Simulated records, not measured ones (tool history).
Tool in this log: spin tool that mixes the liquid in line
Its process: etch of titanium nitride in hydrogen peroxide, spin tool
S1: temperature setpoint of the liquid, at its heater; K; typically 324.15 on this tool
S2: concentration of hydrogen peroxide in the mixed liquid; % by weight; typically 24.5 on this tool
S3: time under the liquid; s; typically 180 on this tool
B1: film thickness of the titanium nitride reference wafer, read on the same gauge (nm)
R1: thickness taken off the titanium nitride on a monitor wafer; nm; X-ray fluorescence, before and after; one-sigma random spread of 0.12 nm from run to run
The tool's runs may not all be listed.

run 1 hour=0.0 | S1=324.15 S2=22.5 S3=180 | B1=149.99 | R1=14.18
run 2 hour=65.1 | S1=324.15 S2=22.5 S3=180 | B1=150.00 | R1=14.03
-- hour=66.7 new drum of peroxide connected
run 3 hour=94.2 | S1=324.15 S2=22.5 S3=180 | B1=150.05 | R1=14.10
run 4 hour=154.5 | S1=324.15 S2=24.5 S3=180 | B1=150.04 | R1=14.38
run 5 hour=194.2 | S1=324.15 S2=24.5 S3=180 | B1=150.02 | R1=14.38
run 6 hour=259.2 | S1=319.15 S2=30.0 S3=130 | B1=150.04 | R1=7.48
run 7 hour=311.1 | S1=317.15 S2=30.0 S3=130 | B1=150.03 | R1=6.43
run 8 hour=364.5 | S1=314.65 S2=26.5 S3=215 | B1=150.00 | R1=8.41
run 9 hour=413.3 | S1=319.65 S2=24.5 S3=130 | B1=149.99 | R1=7.34
run 10 hour=445.0 | S1=324.15 S2=24.5 S3=180 | B1=150.01 | R1=14.32
run 11 hour=475.3 | S1=315.15 S2=29.5 S3=115 | B1=150.04 | R1=4.82
run 12 hour=511.7 | S1=315.15 S2=29.5 S3=115 | B1=150.01 | R1=4.72
-- hour=521.0 heated supply line repaired
-- hour=530.5 new drum of peroxide connected
run 13 hour=561.1 | S1=314.65 S2=29.0 S3=115 | B1=150.00 | R1=5.34
-- hour=602.6 peroxide flow meter replaced
run 14 hour=613.2 | S1=324.15 S2=30.0 S3=180 | B1=150.00 | R1=16.88
run 15 hour=639.0 | S1=324.15 S2=24.5 S3=180 | B1=149.99 | R1=16.30
-- hour=684.5 gauge calibrated
run 16 hour=747.9 | S1=315.15 S2=29.5 S3=115 | B1=149.95 | R1=5.52
run 17 hour=800.3 | S1=316.15 S2=24.5 S3=180 | B1=150.02 | R1=8.86
run 18 hour=863.9 | S1=324.15 S2=19.0 S3=180 | B1=150.03 | R1=15.11
run 19 hour=931.9 | S1=321.15 S2=20.5 S3=90 | B1=149.98 | R1=6.11
-- hour=957.6 new drum of peroxide connected
run 20 hour=989.9 | S1=315.65 S2=28.0 S3=215 | B1=150.00 | R1=10.27
run 21 hour=1022.4 | S1=324.15 S2=17.5 S3=275 | B1=149.98 | R1=22.50
run 22 hour=1049.3 | S1=324.15 S2=24.5 S3=180 | B1=150.00 | R1=15.63
run 23 hour=1112.4 | S1=324.15 S2=24.5 S3=180 | B1=150.04 | R1=15.74
run 24 hour=1144.2 | S1=324.15 S2=24.5 S3=290 | B1=149.99 | R1=25.17
run 25 hour=1191.0 | S1=333.15 S2=24.5 S3=180 | B1=150.04 | R1=29.35

Below are 4 alternative next runs, each starting from the tool's condition after run 25. Predict each:
run A hour=1191.5 | S1=324.15 S2=24.5 S3=180 | B1=? | R1=?
run B hour=1191.5 | S1=324.15 S2=21.0 S3=180 | B1=? | R1=?
run C hour=1191.5 | S1=320.65 S2=18.0 S3=260 | B1=? | R1=?
run D hour=1191.5 | S1=324.15 S2=20.5 S3=215 | B1=? | R1=?

run=A B1=149.97 R1=15.54
run=B B1=149.97 R1=15.03
run=C B1=149.97 R1=16.28
run=D B1=149.97 R1=17.86
With no hidden state in the tool, these same runs would have given:
run=A R1=16.31
run=B R1=15.78
run=C R1=17.10
run=D R1=18.75
